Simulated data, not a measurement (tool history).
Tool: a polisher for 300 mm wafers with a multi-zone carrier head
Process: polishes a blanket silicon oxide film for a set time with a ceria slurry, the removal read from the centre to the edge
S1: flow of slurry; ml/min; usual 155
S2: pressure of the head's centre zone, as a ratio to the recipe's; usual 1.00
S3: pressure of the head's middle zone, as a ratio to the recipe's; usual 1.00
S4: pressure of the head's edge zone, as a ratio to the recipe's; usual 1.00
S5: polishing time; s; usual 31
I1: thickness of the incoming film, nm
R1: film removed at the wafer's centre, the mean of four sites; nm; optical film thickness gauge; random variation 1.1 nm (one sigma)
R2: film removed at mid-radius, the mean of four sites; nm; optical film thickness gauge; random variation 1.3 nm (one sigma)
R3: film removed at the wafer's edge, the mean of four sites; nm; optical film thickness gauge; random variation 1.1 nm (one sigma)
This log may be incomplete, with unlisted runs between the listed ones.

run   hour   S1    S2    S3    S4  S5     I1     R1     R2     R3
  1    0.0  155  1.00  1.00  0.94  31  945.8   83.4   86.5   86.9
       5.4  -- worn pad replaced by a new one
      14.8  -- edge zone pressure recalibrated
  2   47.2  155  1.00  1.00  0.94  31  952.8   83.4   85.5   86.2
  3  102.1  155  1.00  1.00  1.00  31  977.2   82.3   84.0   85.0
     134.5  -- slurry nozzle cleaned
  4  143.9  155  1.00  1.00  1.00  31  954.8   92.4   94.6   91.5
  5  186.5  155  1.00  1.00  1.00  31  969.0   88.0   87.0   91.4
     224.3  -- worn pad replaced by a new one
  6  227.6  180  1.00  1.00  1.00  39  949.6  113.5  112.4  111.8
  7  252.5  180  1.00  1.00  1.00  39  975.4  112.6  113.4  112.1
  8  289.3  170  1.00  1.00  1.00  31  964.9   88.7   86.5   87.2
     372.4  -- slurry nozzle cleaned
  9  420.7  155  1.00  1.00  0.94  31  951.9   89.3   90.1   88.5
     441.3  -- worn pad replaced by a new one, of another model than before
 10  466.1  110  1.00  0.94  1.10  24  962.9   50.4   49.7   61.2
 11  531.2  185  1.03  1.07  1.00  31  952.5   85.9   87.1   86.4
 12  567.2  125  0.93  1.00  1.00  31  966.4   58.0   67.9   73.4
 13  592.4  155  1.00  1.00  1.00  31  969.2   72.5   75.3   80.8
     600.7  -- centre zone pressure recalibrated
     609.9  -- carrier head's membrane replaced by a new one
 14  655.7  155  0.93  1.00  1.10  31  970.4   65.4   72.9   82.6
     665.5  -- edge zone pressure recalibrated
     676.1  -- slurry nozzle cleaned
     689.6  -- worn pad replaced by a new one
 15  694.1  135  1.07  1.04  1.00  41  945.0  121.2  119.5  116.4
 16  757.1  155  1.00  1.00  1.00  26  958.5   69.3   70.7   71.4
 17  794.7  125  1.00  1.00  1.00  31  969.2   68.6   69.8   76.2

Run 18 is up next; what results do you expect?
 18  859.0  155  1.08  1.00  1.00  36  946.4   ?   ?   ?

R1: 93.2 nm
R2: 87.7 nm
R3: 92.4 nm
With the hidden condition absent and the run-to-run variation left alone, this run would have shown R1 117.2 nm, R2 107.0 nm, R3 105.7 nm.
